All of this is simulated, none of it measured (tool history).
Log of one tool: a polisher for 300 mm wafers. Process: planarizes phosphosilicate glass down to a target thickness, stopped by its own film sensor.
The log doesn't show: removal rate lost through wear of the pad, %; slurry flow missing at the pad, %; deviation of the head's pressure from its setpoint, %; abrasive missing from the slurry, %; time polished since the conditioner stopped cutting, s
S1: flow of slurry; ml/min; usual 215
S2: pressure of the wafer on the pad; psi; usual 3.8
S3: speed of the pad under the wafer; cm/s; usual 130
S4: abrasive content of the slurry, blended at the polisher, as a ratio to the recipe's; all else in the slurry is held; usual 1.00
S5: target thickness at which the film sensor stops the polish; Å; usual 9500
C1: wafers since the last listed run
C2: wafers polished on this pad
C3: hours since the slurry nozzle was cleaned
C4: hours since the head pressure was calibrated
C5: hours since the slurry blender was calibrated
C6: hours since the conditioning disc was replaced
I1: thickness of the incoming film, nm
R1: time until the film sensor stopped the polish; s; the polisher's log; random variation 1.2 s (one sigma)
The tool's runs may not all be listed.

Run 1, hour 0.0: usual settings but S3 98 cm/s, S4 1.15; C1 0; C2 983; C3 28.3; C4 185.8; C5 362.2; C6 200.6; I1 2005.1. Result: R1 128.8 s.
At hour 9.0: worn pad replaced by a new one.
Run 2, hour 19.6: usual settings but S3 98 cm/s, S4 1.15; C1 213; C2 145; C3 47.9; C4 205.4; C5 381.8; C6 220.2; I1 1953.3. Result: R1 115.5 s.
Run 3, hour 46.5: usual settings but S3 98 cm/s, S4 1.15; C1 367; C2 512; C3 74.8; C4 232.3; C5 408.7; C6 247.1; I1 1983.9. Result: R1 122.2 s.
Run 4, hour 75.5: usual settings; C1 396; C2 908; C3 103.8; C4 261.3; C5 437.7; C6 276.1; I1 1942.9. Result: R1 99.2 s.
At hour 84.2: worn pad replaced by a new one.
Run 5, hour 95.0: usual settings; C1 211; C2 147; C3 123.3; C4 280.8; C5 457.2; C6 295.6; I1 1960.6. Result: R1 111.3 s.
Run 6, hour 116.5: usual settings; C1 293; C2 441; C3 144.8; C4 302.3; C5 478.7; C6 317.1; I1 1959.0. Result: R1 112.4 s.
At hour 131.6: slurry blender recalibrated.
At hour 142.2: worn pad replaced by a new one, repeated, since the last time left the tool worse.
Run 7, hour 143.4: usual settings; C1 285; C2 16; C3 171.7; C4 329.2; C5 11.8; C6 344.0; I1 1958.8. Result: R1 93.3 s.
Run 8, hour 178.8: usual settings; C1 483; C2 500; C3 207.1; C4 364.6; C5 47.2; C6 379.4; I1 1962.7. Result: R1 100.3 s.
At hour 207.7: worn pad replaced by a new one.
Run 9, hour 212.7: usual settings but S4 1.10; C1 408; C2 67; C3 241.0; C4 398.5; C5 81.1; C6 413.3; I1 1986.0. Result: R1 94.8 s.
At hour 237.2: head pressure recalibrated.
Run 10, hour 240.2: usual settings; C1 348; C2 415; C3 268.5; C4 3.0; C5 108.6; C6 440.8; I1 1943.5. Result: R1 98.2 s.
At hour 254.4: slurry nozzle cleaned.
At hour 260.7: conditioning disc replaced and pad reconditioned.
Run 11, hour 265.2: usual settings but S4 0.90, S5 6680 Å; C1 300; C2 716; C3 10.8; C4 28.0; C5 133.6; C6 4.5; I1 1985.7. Result: R1 137.7 s.
Run 12, hour 278.0: usual settings but S4 0.85, S5 12780 Å; C1 174; C2 891; C3 23.6; C4 40.8; C5 146.4; C6 17.3; I1 1952.8. Result: R1 71.0 s.

Run 13 comes next. What will it give?
At hour 283.7: worn pad replaced by a new one.
Run 13, hour 304.2: usual settings but S2 3.1 psi, S4 1.10; C1 303; C2 279; C3 49.8; C4 67.0; C5 172.6; C6 43.5; I1 1965.8. Result: R1 ?.

{"run 13": {"R1": 107.3}}
Without the tool's hidden state the same run would have given R1 102.9 s.
